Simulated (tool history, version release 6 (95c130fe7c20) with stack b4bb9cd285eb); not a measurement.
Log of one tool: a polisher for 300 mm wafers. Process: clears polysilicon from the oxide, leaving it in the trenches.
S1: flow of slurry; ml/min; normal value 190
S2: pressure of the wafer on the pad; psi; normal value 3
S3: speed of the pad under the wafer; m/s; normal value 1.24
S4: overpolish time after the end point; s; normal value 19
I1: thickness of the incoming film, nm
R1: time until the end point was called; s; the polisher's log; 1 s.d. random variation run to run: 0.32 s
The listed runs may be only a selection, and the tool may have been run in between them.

run,hour,S1,S2,S3,S4,I1,R1
1,0,190,3,1.24,23,531.6,27.1
2,16.4,190,3,1.24,23,530.6,24.8
3,33.5,190,3,1.24,23,531.1,25.4
4,51.8,190,3,1.24,19,534.5,25.9
5,96.8,190,3.5,1.24,19,529.2,21.4
6,112.7,190,3.5,1.24,19,533.1,22.7
7,130.7,190,3.5,1.24,19,527.8,23.2
8,147.5,190,3,1.24,22,524.9,27.7
9,164.5,190,3,1.24,22,540.7,25.6
10,191.2,190,3,1.24,19,536.1,26.2
11,199.3,190,3,1.24,19,531.6,26
12,212.1,190,3,1.24,19,533,27.3
13,221,190,2.6,1,12,530.9,38.3
14,233,190,3,1.24,19,529.2,25.8
15,239.7,165,3,0.92,11,536.3,35.5
16,248.9,210,2.4,1.24,23,534.6,31.7
17,259.8,190,2.2,1.24,19,534.1,36
18,269.4,250,2.3,1.56,29,529.2,26.5
19,280.2,190,2.2,1.24,19,528.7,36.8
20,297.3,225,3.8,1.66,30,528.3,16.1
21,308.5,220,2.6,1.24,14,527.7,27.7
22,321.9,245,3,1.24,19,531.3,25.1
23,330.3,215,3,1.38,19,532.8,22.6
24,341.5,190,3,1.24,19,532.2,25.7
25,347.5,160,2.2,0.92,12,529.2,49.3

Between the runs listed above, the log contained 7 entries, not reproduced here. Where in the sequence does each belong, and how does what the log doesn't record of the tool's condition differ from the listed run before to the listed run after?
After run 1, before run 2: worn pad replaced by a new one (hour 14)
  removal rate lost through wear of the pad, %: 9.38 -> 1.35
  measured minus no-state result, R1: +2.6 -> +0.4 s
After run 4, before run 5: worn pad replaced by a new one (hour 80.8)
  removal rate lost through wear of the pad, %: 6.51 -> 3.97
  measured minus no-state result, R1: +1.7 -> +0.9 s
After run 8, before run 9: worn pad replaced by a new one (hour 156.5)
  removal rate lost through wear of the pad, %: 11.4 -> 1.2
  measured minus no-state result, R1: +3.1 -> +0.3 s
After run 10, before run 11: head pressure recalibrated (hour 195.2)
  removal rate lost through wear of the pad, %: 5.09 -> 6.27
  measured minus no-state result, R1: +1.4 -> +1.7 s
After run 11, before run 12: slurry nozzle cleaned (hour 208.8)
  removal rate lost through wear of the pad, %: 6.27 -> 8.13
  measured minus no-state result, R1: +1.7 -> +2.3 s
After run 13, before run 14: worn pad replaced by a new one (hour 228.4)
  removal rate lost through wear of the pad, %: 9.43 -> 2.66
  measured minus no-state result, R1: +3.6 -> +0.7 s
After run 20, before run 21: worn pad replaced by a new one (hour 305.7)
  removal rate lost through wear of the pad, %: 12 -> 0.688
  measured minus no-state result, R1: +2 -> +0.1 s

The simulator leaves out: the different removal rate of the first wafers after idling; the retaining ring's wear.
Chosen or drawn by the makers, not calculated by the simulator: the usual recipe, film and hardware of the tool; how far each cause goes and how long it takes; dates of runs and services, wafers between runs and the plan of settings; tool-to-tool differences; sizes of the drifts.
